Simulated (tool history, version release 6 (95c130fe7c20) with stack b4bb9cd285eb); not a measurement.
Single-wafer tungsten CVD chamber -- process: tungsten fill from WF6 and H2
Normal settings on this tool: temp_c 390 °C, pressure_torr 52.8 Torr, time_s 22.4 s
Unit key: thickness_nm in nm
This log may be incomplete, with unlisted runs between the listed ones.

run,hour,temp_c,pressure_torr,time_s,"read-back reference wafer on the same gauge, thickness_nm",thickness_nm
1,0,390,52.8,22.4,86.291,72.93
2,30.6,390,52.8,22.4,86.266,72.924
3,64.3,390,52.8,22.4,86.247,72.782
4,96.1,390,52.8,22.4,86.239,72.993
5,154.5,390,52.8,22.4,86.289,73.021
6,211.6,390,52.8,22.4,86.272,72.988
# hour 249.8: capacitance manometer re-zeroed and calibrated
7,250.2,390,52.8,22.4,86.38,72.861
8,287,390,52.8,22.4,86.274,72.999
9,314.1,390,52.8,22.4,86.257,73.123
10,340,390,52.8,22.4,86.34,72.975
# hour 367.1: thermocouple changed; heater temperature recalibrated
11,380.9,390,43.4,22.4,86.251,66.776
12,425.8,390,52.8,22.4,86.314,72.823
13,485.1,390,62.7,18.1,86.258,63.496
14,556.3,377,52.8,25.4,86.326,65.774
15,593.1,380,65.8,22.4,86.29,67.361
16,618.2,390,52.8,22.4,86.278,72.876
17,676.9,390,52.8,22.4,86.304,73.007
18,737,402,60.6,20.5,86.307,86.406
19,801.2,390,49.7,22.4,86.262,71.356
20,869.5,383,45.2,19.1,86.298,51.375
21,897.9,404,64.8,26.6,86.312,119.708
22,950.6,390,52.8,26.3,86.243,86.197
# hour 975.2: showerhead replaced
23,1007.4,375,57.8,23.6,86.286,61.143
24,1087.7,390,52.8,25.4,86.304,82.867
# hour 1114.8: gauge calibrated
25,1141.7,376,52.8,22.4,86.351,56.938
26,1209.8,380,52.8,22.4,86.29,61.222
# hour 1265.5: capacitance manometer re-zeroed and calibrated
27,1269.4,390,52.8,22.4,86.375,72.815
28,1300.9,390,44,25.7,86.237,77.422
29,1371.4,377,64.1,21.2,86.285,59.751
30,1423.4,390,52.8,18.8,86.334,61.362
31,1456,390,52.8,22.4,86.374,72.764
32,1504.9,397,52.8,19.6,86.279,71.565
33,1698.6,390,60.9,22.4,86.295,77.785

Alternative continuations, all from the tool just after run 33; predict every row:
A,1699,390,52.8,22.4,?,?
B,1699,395,60,18.5,?,?
C,1699,383,65.4,25.3,?,?
D,1699,399,46.9,20.3,?,?
E,1699,404,60,22.4,?,?

run,"read-back reference wafer on the same gauge, thickness_nm",thickness_nm
A,86.253,72.896
B,86.253,69.181
C,86.253,79.933
D,86.253,72.87
E,86.253,97.138
With no hidden state in the tool, these same runs would have given:
run,thickness_nm
A,72.896
B,69.181
C,79.933
D,72.87
E,97.138
